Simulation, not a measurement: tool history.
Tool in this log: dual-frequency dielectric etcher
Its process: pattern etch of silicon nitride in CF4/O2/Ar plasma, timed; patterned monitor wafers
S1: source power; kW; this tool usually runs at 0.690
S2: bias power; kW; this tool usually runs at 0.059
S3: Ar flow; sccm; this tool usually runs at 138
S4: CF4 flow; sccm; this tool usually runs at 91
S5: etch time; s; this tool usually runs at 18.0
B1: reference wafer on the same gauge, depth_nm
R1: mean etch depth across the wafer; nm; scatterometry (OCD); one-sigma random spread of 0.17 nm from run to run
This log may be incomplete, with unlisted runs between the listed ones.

{"run": 1, "hour": 0.0, "S1": 0.69, "S2": 0.059, "S3": 138, "S4": 91, "S5": 18.0, "B1": 53.91, "R1": 49.23}
{"run": 2, "hour": 0.3, "S1": 0.69, "S2": 0.059, "S3": 138, "S4": 91, "S5": 18.0, "B1": 53.71, "R1": 49.47}
{"run": 3, "hour": 27.7, "S1": 0.69, "S2": 0.059, "S3": 138, "S4": 111, "S5": 22.5, "B1": 53.89, "R1": 63.06}
{"hour": 32.8, "done": "bias power generator calibrated"}
{"run": 4, "hour": 45.7, "S1": 0.69, "S2": 0.059, "S3": 138, "S4": 91, "S5": 18.0, "B1": 53.79, "R1": 49.5}
{"run": 5, "hour": 76.5, "S1": 0.69, "S2": 0.055, "S3": 138, "S4": 97, "S5": 18.0, "B1": 53.79, "R1": 48.81}
{"run": 6, "hour": 92.6, "S1": 0.69, "S2": 0.059, "S3": 138, "S4": 68, "S5": 18.0, "B1": 53.85, "R1": 48.17}
{"run": 7, "hour": 124.9, "S1": 0.69, "S2": 0.059, "S3": 115, "S4": 91, "S5": 21.5, "B1": 53.76, "R1": 60.92}
{"run": 8, "hour": 137.3, "S1": 0.69, "S2": 0.059, "S3": 138, "S4": 91, "S5": 18.0, "B1": 53.77, "R1": 49.74}
{"hour": 147.0, "done": "source power generator calibrated"}
{"hour": 161.8, "done": "wet clean of the chamber"}
{"run": 9, "hour": 173.0, "S1": 0.69, "S2": 0.066, "S3": 148, "S4": 75, "S5": 20.0, "B1": 53.75, "R1": 57.06}
{"run": 10, "hour": 201.4, "S1": 0.69, "S2": 0.059, "S3": 138, "S4": 91, "S5": 18.0, "B1": 53.84, "R1": 50.96}

Run 11, settings as shown, results not yet in. Your forecast:
{"run": 11, "hour": 232.1, "S1": 0.69, "S2": 0.059, "S3": 158, "S4": 91, "S5": 18.0, "B1": "?", "R1": "?"}

Run 11 came out at B1 53.77, R1 50.21 nm.
Minus the tool's unlogged condition, the same run would have read R1 47.84 nm.
